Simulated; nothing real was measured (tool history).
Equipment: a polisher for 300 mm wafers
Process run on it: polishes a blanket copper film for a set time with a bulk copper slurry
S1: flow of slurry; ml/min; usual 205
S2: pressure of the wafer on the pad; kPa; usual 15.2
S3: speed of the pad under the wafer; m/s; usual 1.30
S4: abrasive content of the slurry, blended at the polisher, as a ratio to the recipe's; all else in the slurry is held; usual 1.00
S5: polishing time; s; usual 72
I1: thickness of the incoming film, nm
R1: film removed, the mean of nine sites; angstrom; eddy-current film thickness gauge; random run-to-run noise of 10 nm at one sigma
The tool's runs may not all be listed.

| run | hour | S1 | S2 | S3 | S4 | S5 | I1 | R1 |
|---|---|---|---|---|---|---|---|---|
| 1 | 0.0 | 225 | 15.2 | 1.30 | 1.00 | 72 | 1868.4 | 7173 |
| 2 | 47.3 | 225 | 15.2 | 1.30 | 1.00 | 72 | 1872.2 | 7768 |
| 3 | 100.0 | 225 | 15.2 | 1.30 | 1.00 | 72 | 1870.6 | 7642 |
| 4 | 161.3 | 205 | 15.2 | 1.30 | 1.00 | 72 | 1827.2 | 7397 |
| 5 | 208.9 | 205 | 15.2 | 1.30 | 1.00 | 72 | 1858.3 | 7022 |
| 6 | 254.3 | 205 | 15.2 | 1.30 | 1.00 | 72 | 1881.8 | 7094 |
| 7 | 279.1 | 205 | 15.2 | 1.12 | 1.00 | 72 | 1868.3 | 5789 |
| 8 | 321.7 | 205 | 15.2 | 1.12 | 1.00 | 72 | 1861.9 | 6451 |
| 9 | 366.6 | 205 | 15.2 | 1.12 | 1.00 | 72 | 1870.2 | 6387 |
| 10 | 412.8 | 205 | 15.2 | 1.30 | 1.00 | 72 | 1875.8 | 7232 |
| 11 | 457.6 | 205 | 15.2 | 1.30 | 1.00 | 72 | 1858.7 | 7057 |
| 12 | 520.5 | 205 | 15.2 | 1.30 | 1.00 | 87 | 1826.7 | 8864 |
| 13 | 587.6 | 170 | 11.7 | 1.50 | 1.00 | 60 | 1890.3 | 5171 |
| 14 | 622.4 | 155 | 15.2 | 1.30 | 1.00 | 54 | 1858.0 | 5118 |
| 15 | 693.1 | 160 | 17.9 | 1.70 | 1.00 | 65 | 1856.2 | 8505 |
| 16 | 724.7 | 270 | 11.0 | 1.58 | 1.00 | 58 | 1883.0 | 5576 |
| 17 | 784.3 | 255 | 15.2 | 1.30 | 0.70 | 82 | 1887.4 | 8323 |
| 18 | 853.2 | 145 | 15.2 | 1.30 | 1.00 | 72 | 1838.5 | 6400 |
| 19 | 899.8 | 205 | 15.2 | 1.30 | 1.25 | 72 | 1878.1 | 6854 |
| 20 | 946.4 | 205 | 15.2 | 1.14 | 0.90 | 72 | 1873.9 | 6819 |
| 21 | 988.6 | 205 | 15.2 | 1.00 | 1.00 | 59 | 1876.7 | 4902 |
| 22 | 1024.4 | 205 | 15.2 | 1.12 | 1.00 | 72 | 1845.5 | 6607 |
| 23 | 1086.0 | 205 | 15.2 | 1.30 | 1.00 | 72 | 1862.6 | 7268 |
| 24 | 1139.1 | 205 | 15.2 | 1.12 | 1.00 | 72 | 1843.6 | 6140 |

Removed from this log: 16 entries logged between the listed runs. Between which two listed runs does each belong, and how does the tool's hidden state at the listed run before it compare with that at the listed run after it?
Runs 1 to 2: slurry nozzle cleaned (hour 22.6)
  slurry flow missing at the pad, %: 37.1 -> 5.46
  difference, measured minus the result without the unlogged condition, R1: -594 -> -58 angstrom
Runs 2 to 3: slurry blender recalibrated (hour 77.7)
  slurry flow missing at the pad, %: 5.46 -> 14.7
  difference, measured minus the result without the unlogged condition, R1: -58 -> -175 angstrom
Runs 3 to 4: worn pad replaced by a new one (hour 125.5)
  slurry flow missing at the pad, %: 14.7 -> 25.5
  difference, measured minus the result without the unlogged condition, R1: -175 -> -379 angstrom
Runs 7 to 8: slurry nozzle cleaned (hour 280.5); slurry blender recalibrated (hour 316.0)
  slurry flow missing at the pad, %: 46.2 -> 11.9
  difference, measured minus the result without the unlogged condition, R1: -803 -> -127 angstrom
Runs 8 to 9: worn pad replaced by a new one (hour 333.6)
  slurry flow missing at the pad, %: 11.9 -> 19.8
  difference, measured minus the result without the unlogged condition, R1: -127 -> -233 angstrom
Runs 11 to 12: slurry nozzle cleaned (hour 478.4); slurry blender recalibrated (hour 517.9)
  slurry flow missing at the pad, %: 35.8 -> 11.2
  difference, measured minus the result without the unlogged condition, R1: -608 -> -162 angstrom
Runs 12 to 13: worn pad replaced by a new one (hour 564.1)
  slurry flow missing at the pad, %: 11.2 -> 23
  difference, measured minus the result without the unlogged condition, R1: -162 -> -280 angstrom
Runs 15 to 16: slurry nozzle cleaned (hour 695.9)
  slurry flow missing at the pad, %: 41.5 -> 11.1
  difference, measured minus the result without the unlogged condition, R1: -1244 -> -76 angstrom
Runs 16 to 17: slurry blender recalibrated (hour 762.4); worn pad replaced by a new one (hour 780.3)
  slurry flow missing at the pad, %: 11.1 -> 21.6
  difference, measured minus the result without the unlogged condition, R1: -76 -> -270 angstrom
Runs 17 to 18: head pressure recalibrated (hour 794.6)
  slurry flow missing at the pad, %: 21.6 -> 33.7
  difference, measured minus the result without the unlogged condition, R1: -270 -> -722 angstrom
Runs 19 to 20: slurry nozzle cleaned (hour 905.2)
  slurry flow missing at the pad, %: 41.9 -> 7.32
  difference, measured minus the result without the unlogged condition, R1: -781 -> -78 angstrom
Runs 20 to 21: slurry blender recalibrated (hour 979.4)
  slurry flow missing at the pad, %: 7.32 -> 14.7
  difference, measured minus the result without the unlogged condition, R1: -78 -> -123 angstrom
Runs 22 to 23: worn pad replaced by a new one (hour 1033.3)
  slurry flow missing at the pad, %: 21 -> 31.8
  difference, measured minus the result without the unlogged condition, R1: -260 -> -517 angstrom
